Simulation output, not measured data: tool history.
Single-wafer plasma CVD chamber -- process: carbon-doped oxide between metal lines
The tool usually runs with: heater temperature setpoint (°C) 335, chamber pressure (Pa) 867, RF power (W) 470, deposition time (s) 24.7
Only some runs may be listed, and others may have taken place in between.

run      day  heater temperature setpoint (°C)  chamber pressure (Pa)  RF power (W)  deposition time (s)  wafers since the last listed run  hours since the last thermocouple change  hours since the last RF generator calibration  hours since the last manometer calibration  hours since the showerhead was replaced  hours since the gauge calibration  read-back reference wafer on the same gauge, thickness_nm  mean film thickness on the monitor wafer (angstrom)
  1        0                               335                    867           470                 24.7                                 0                                    1174.4                                            336                                       674.2                                   3339.4                             4169.4                                                    153.028                                              1400.72
  2    3.079                               335                    867           470                 24.7                              2453                                    1248.3                                          409.9                                       748.1                                   3413.3                             4243.3                                                    153.075                                              1409.49
  3    5.575                               335                    867           470                 24.7                              1988                                    1308.2                                          469.8                                         808                                   3473.2                             4303.2                                                    153.042                                              1401.02
  4    9.746                               335                    867           470                 24.7                              3322                                    1408.3                                          569.9                                       908.1                                   3573.3                             4403.3                                                    153.208                                              1411.82
  5   12.704                               335                    867           470                 24.7                              2356                                    1479.3                                          640.9                                       979.1                                   3644.3                             4474.3                                                    153.185                                              1417.29
       15.55  -- gauge calibrated
  6   15.821                               335                    867           470                 24.7                              2483                                    1554.1                                          715.7                                      1053.9                                   3719.1                                6.5                                                    149.986                                              1382.51
  7   18.438                               339                    799           470                 24.7                              2084                                    1616.9                                          778.5                                      1116.7                                   3781.9                               69.3                                                     150.06                                              1341.12
      19.775  -- showerhead replaced
  8   20.833                               342                    867           470                 24.7                              1643                                    1674.4                                            836                                      1174.2                                     25.4                              126.8                                                    150.152                                              1337.87
  9   23.342                               335                    709           470                 20.3                              1998                                    1734.6                                          896.2                                      1234.4                                     85.6                                187                                                    150.132                                              1113.22
 10   25.608                               335                    867           470                 24.7                              1805                                      1789                                          950.6                                      1288.8                                      140                              241.4                                                     150.16                                              1378.25
 11   27.212                               335                    867           470                 24.7                              1278                                    1827.5                                          989.1                                      1327.3                                    178.5                              279.9                                                    150.174                                              1379.52
 12   30.538                               345                    965           535                 28.9                              2649                                    1907.3                                         1068.9                                      1407.1                                    258.3                              359.7                                                    150.232                                              1737.55
 13   34.946                               335                    867           470                 29.3                              3512                                    2013.1                                         1174.7                                      1512.9                                    364.1                              465.5                                                    150.447                                              1628.26
 14   37.908                               335                    867           470                 24.7                              2360                                    2084.2                                         1245.8                                        1584                                    435.2                              536.6                                                    150.425                                              1379.93
 15   40.854                               345                   1055           470                 28.6                              2346                                    2154.9                                         1316.5                                      1654.7                                    505.9                              607.3                                                     150.37                                              1552.04
      42.917  -- RF generator calibrated
      49.629  -- thermocouple changed; heater temperature recalibrated
 16   49.817                               339                    928           375                 26.8                              6609                                       4.5                                          165.6                                      1869.8                                      721                              822.4                                                     150.59                                              1181.54
      62.138  -- capacitance manometer re-zeroed and calibrated
 17   62.846                               350                    672           545                 24.7                             10114                                     317.2                                          478.3                                          17                                   1033.7                             1135.1                                                    150.863                                              1440.29
 18   65.942                               345                    867           470                 24.7                              2466                                     391.5                                          552.6                                        91.3                                     1108                             1209.4                                                    150.959                                              1333.84
 19   69.788                               323                   1063           520                 23.3                              3063                                     483.8                                          644.9                                       183.6                                   1200.3                             1301.7                                                    150.921                                              1502.57
 20   74.121                               335                    867           470                 24.7                              3452                                     587.8                                          748.9                                       287.6                                   1304.3                             1405.7                                                    150.991                                              1381.76
 21   76.192                               335                    867           470                 24.7                              1649                                     637.5                                          798.6                                       337.3                                     1354                             1455.4                                                    150.995                                              1386.55
 22     79.4                               341                    931           405                 22.4                              2556                                     714.5                                          875.6                                       414.3                                     1431                             1532.4                                                    151.054                                              1067.21
 23   80.908                               339                    752           470                 28.3                              1201                                     750.7                                          911.8                                       450.5                                   1467.2                             1568.6                                                     150.96                                              1539.27
 24   92.621                               335                    867           405                 22.4                              9331                                    1031.8                                         1192.9                                       731.6                                   1748.3                             1849.7                                                     151.22                                                 1090
 25   94.225                               335                    867           470                 24.7                              1278                                    1070.3                                         1231.4                                       770.1                                   1786.8                             1888.2                                                    151.257                                              1386.08
      97.571  -- RF generator calibrated
 26   98.133                               348                    867           470                 24.7                              2848                                    1164.1                                           13.5                                       863.9                                   1880.6                               1982                                                    151.353                                              1333.13
 27  100.138                               340                    743           400                 29.6                              1596                                    1212.2                                           61.6                                         912                                   1928.7                             2030.1                                                    151.392                                              1366.71
 28  103.542                               335                    867           470                 24.7                              2712                                    1293.9                                          143.3                                       993.7                                   2010.4                             2111.8                                                    151.489                                              1395.91

Branching from run 28: 4 alternative next runs. What would each branch give?
  A  103.558                               335                    867           470                 24.7                                13                                    1294.3                                          143.7                                       994.1                                   2010.8                             2112.2                                                          ?                                                    ?
  B  103.558                               340                    669           410                 26.8                                13                                    1294.3                                          143.7                                       994.1                                   2010.8                             2112.2                                                          ?                                                    ?
  C  103.558                               347                    867           470                 24.7                                13                                    1294.3                                          143.7                                       994.1                                   2010.8                             2112.2                                                          ?                                                    ?
  D  103.558                               321                    677           400                 21.2                                13                                    1294.3                                          143.7                                       994.1                                   2010.8                             2112.2                                                          ?                                                    ?

run  read-back reference wafer on the same gauge, thickness_nm  mean film thickness on the monitor wafer (angstrom)
  A                                                    151.437                                              1391.87
  B                                                    151.437                                               1262.4
  C                                                    151.437                                              1335.59
  D                                                    151.437                                              1053.28
Without the tool's hidden state the same runs would have given:
run  mean film thickness on the monitor wafer (angstrom)
  A                                              1378.64
  B                                               1250.4
  C                                               1322.9
  D                                              1043.27
